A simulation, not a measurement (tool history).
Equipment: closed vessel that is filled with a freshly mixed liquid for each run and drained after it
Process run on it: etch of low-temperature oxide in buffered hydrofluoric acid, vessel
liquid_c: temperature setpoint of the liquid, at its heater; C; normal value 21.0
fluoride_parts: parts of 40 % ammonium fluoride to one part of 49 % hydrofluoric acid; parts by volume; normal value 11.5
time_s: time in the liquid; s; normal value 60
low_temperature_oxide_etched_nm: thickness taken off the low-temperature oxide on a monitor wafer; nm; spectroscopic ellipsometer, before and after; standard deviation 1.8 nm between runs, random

run,hour,liquid_c,fluoride_parts,time_s,wafers since the last listed run,hours since the thermometer was replaced,hours since the hydrofluoric acid flow meter was replaced,hours since the gauge calibration,"read-back film thickness of the low-temperature oxide reference wafer, read on the same gauge (nm)",low_temperature_oxide_etched_nm
1,0.0,21.0,11.5,70,0,824.5,634.5,985.9,93.07,348.47
2,69.3,21.0,11.5,60,4555,893.8,703.8,1055.2,93.28,302.07
# hour 112.1: gauge calibrated
3,113.4,21.0,11.5,60,2898,937.9,747.9,1.3,89.72,287.41
4,159.4,21.0,11.5,60,3023,983.9,793.9,47.3,89.85,288.15
5,201.1,21.0,11.5,60,2741,1025.6,835.6,89.0,89.98,290.42
6,235.5,22.0,11.5,60,2261,1060.0,870.0,123.4,90.08,307.86
7,392.8,22.0,11.5,60,10340,1217.3,1027.3,280.7,90.66,309.86
8,461.3,22.0,11.5,60,4502,1285.8,1095.8,349.2,90.93,311.23
9,492.6,17.5,9.0,60,2057,1317.1,1127.1,380.5,91.04,293.97
10,558.4,24.5,11.5,60,4325,1382.9,1192.9,446.3,91.30,355.93
11,627.6,24.5,11.5,60,4548,1452.1,1262.1,515.5,91.51,360.34
12,660.8,21.0,11.5,60,2182,1485.3,1295.3,548.7,91.67,293.92
13,722.9,22.5,10.0,30,4082,1547.4,1357.4,610.8,91.86,184.08
# hour 747.8: hydrofluoric acid flow meter replaced
# hour 886.9: thermometer replaced
14,899.3,21.0,9.0,30,11464,12.4,151.5,787.2,92.51,182.33
15,1044.5,18.0,11.5,90,9544,157.6,296.7,932.4,92.99,379.33
16,1114.9,17.5,11.5,40,4627,228.0,367.1,1002.8,93.32,163.67
17,1150.9,21.0,15.0,45,2366,264.0,403.1,1038.8,93.42,174.87
18,1212.3,21.0,15.5,60,4036,325.4,464.5,1100.2,93.67,226.79
19,1275.1,23.0,13.5,50,4128,388.2,527.3,1163.0,93.88,240.54
20,1419.0,21.0,16.0,60,9459,532.1,671.2,1306.9,94.37,220.81
# hour 1442.0: gauge calibrated
21,1477.0,22.0,11.5,60,3812,590.1,729.2,35.0,90.59,308.35
22,1504.2,24.0,11.5,70,1788,617.3,756.4,62.2,90.66,403.01
23,1537.6,19.0,14.5,75,2195,650.7,789.8,95.6,90.84,259.36
24,1606.6,21.0,11.5,45,4535,719.7,858.8,164.6,91.08,218.31
25,1660.4,21.0,10.0,40,3536,773.5,912.6,218.4,91.21,223.33
26,1702.5,21.0,11.5,60,2767,815.6,954.7,260.5,91.38,297.70
27,1749.2,21.0,11.5,85,3069,862.3,1001.4,307.2,91.59,415.66
28,1795.1,24.5,11.5,60,3017,908.2,1047.3,353.1,91.70,364.21
29,1846.0,21.0,11.5,60,3345,959.1,1098.2,404.0,91.94,295.97
30,1876.7,21.0,11.5,60,2018,989.8,1128.9,434.7,92.02,296.39
31,1922.4,24.5,14.5,60,3004,1035.5,1174.6,480.4,92.13,287.42
32,1951.1,18.5,11.5,70,1886,1064.2,1203.3,509.1,92.34,305.69

How would selected steps in low_temperature_oxide_etched_nm from run to run divide? Give the signed amount a tool lacking its hidden state would still show from settings, what came in and random variation, and the signed amount left for the hidden state, including any gauge scatter that is not in both of the compared results.
Hidden state at play: liquid hotter than its thermometer reads (K); hydrofluoric acid flow above the setpoint (%); gauge reads high (%).
Run 2 -> 3: gauge calibrated. low_temperature_oxide_etched_nm -14.66 nm: hidden state -11.67, all else -2.99.
Run 14 -> 15: liquid_c 21.0 -> 18.0, fluoride_parts 9.0 -> 11.5, time_s 30 -> 90. low_temperature_oxide_etched_nm +197.00 nm: hidden state +7.41, all else +189.59.
Run 15 -> 16: liquid_c 18.0 -> 17.5, time_s 90 -> 40. low_temperature_oxide_etched_nm -215.66 nm: hidden state -6.59, all else -209.07.
Run 20 -> 21: liquid_c 21.0 -> 22.0, fluoride_parts 16.0 -> 11.5, gauge calibrated. low_temperature_oxide_etched_nm +87.54 nm: hidden state -8.18, all else +95.72.
Run 22 -> 23: liquid_c 24.0 -> 19.0, fluoride_parts 11.5 -> 14.5, time_s 70 -> 75. low_temperature_oxide_etched_nm -143.65 nm: hidden state -0.77, all else -142.88.

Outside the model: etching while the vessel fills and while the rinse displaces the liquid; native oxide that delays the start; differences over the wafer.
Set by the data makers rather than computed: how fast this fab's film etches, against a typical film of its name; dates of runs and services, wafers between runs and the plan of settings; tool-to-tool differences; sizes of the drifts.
